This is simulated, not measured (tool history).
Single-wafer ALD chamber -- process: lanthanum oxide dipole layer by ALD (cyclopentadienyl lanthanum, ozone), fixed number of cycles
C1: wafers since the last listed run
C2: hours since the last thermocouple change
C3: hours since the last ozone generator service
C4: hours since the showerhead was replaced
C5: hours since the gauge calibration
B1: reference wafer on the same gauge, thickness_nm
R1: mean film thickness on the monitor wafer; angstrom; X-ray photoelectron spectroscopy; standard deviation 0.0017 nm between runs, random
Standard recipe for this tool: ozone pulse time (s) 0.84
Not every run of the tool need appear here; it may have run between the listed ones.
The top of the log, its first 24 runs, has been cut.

run 25 day=84.442 | ozone_pulse_time_(s)=0.95 | C1=1768 C2=1496.4 C3=217.3 C4=1510.7 C5=473.0 | B1=0.499 | R1=5.13
run 26 day=88.550 | ozone_pulse_time_(s)=0.63 | C1=2098 C2=1595.0 C3=315.9 C4=1609.3 C5=571.6 | B1=0.500 | R1=4.47
run 27 day=90.546 | ozone_pulse_time_(s)=1.07 | C1=1019 C2=1642.9 C3=363.8 C4=1657.2 C5=619.5 | B1=0.500 | R1=5.29
run 28 day=92.700 | ozone_pulse_time_(s)=0.84 | C1=1100 C2=1694.6 C3=415.5 C4=1708.9 C5=671.2 | B1=0.500 | R1=4.91
run 29 day=94.467 | ozone_pulse_time_(s)=0.71 | C1=902 C2=1737.0 C3=457.9 C4=1751.3 C5=713.6 | B1=0.500 | R1=4.67
run 30 day=98.942 | ozone_pulse_time_(s)=0.84 | C1=2285 C2=1844.4 C3=565.3 C4=1858.7 C5=821.0 | B1=0.500 | R1=4.93
run 31 day=100.842 | ozone_pulse_time_(s)=0.84 | C1=970 C2=1890.0 C3=610.9 C4=1904.3 C5=866.6 | B1=0.500 | R1=4.92
run 32 day=103.758 | ozone_pulse_time_(s)=1.16 | C1=1489 C2=1960.0 C3=680.9 C4=1974.3 C5=936.6 | B1=0.500 | R1=5.37
run 33 day=107.525 | ozone_pulse_time_(s)=0.58 | C1=1923 C2=2050.4 C3=771.3 C4=2064.7 C5=1027.0 | B1=0.500 | R1=4.33

Alternative continuations, all from the tool just after run 33; predict every row:
run A day=107.542 | ozone_pulse_time_(s)=0.94 | C1=8 C2=2050.8 C3=771.7 C4=2065.1 C5=1027.4 | B1=? | R1=?
run B day=107.542 | ozone_pulse_time_(s)=0.57 | C1=8 C2=2050.8 C3=771.7 C4=2065.1 C5=1027.4 | B1=? | R1=?
run C day=107.542 | ozone_pulse_time_(s)=0.56 | C1=8 C2=2050.8 C3=771.7 C4=2065.1 C5=1027.4 | B1=? | R1=?
run D day=107.542 | ozone_pulse_time_(s)=0.65 | C1=8 C2=2050.8 C3=771.7 C4=2065.1 C5=1027.4 | B1=? | R1=?
run E day=107.542 | ozone_pulse_time_(s)=0.73 | C1=8 C2=2050.8 C3=771.7 C4=2065.1 C5=1027.4 | B1=? | R1=?

run=A B1=0.501 R1=5.09
run=B B1=0.501 R1=4.31
run=C B1=0.501 R1=4.28
run=D B1=0.501 R1=4.52
run=E B1=0.501 R1=4.70
Had the tool no hidden state, the same runs would have come out as:
run=A R1=5.14
run=B R1=4.38
run=C R1=4.35
run=D R1=4.58
run=E R1=4.76
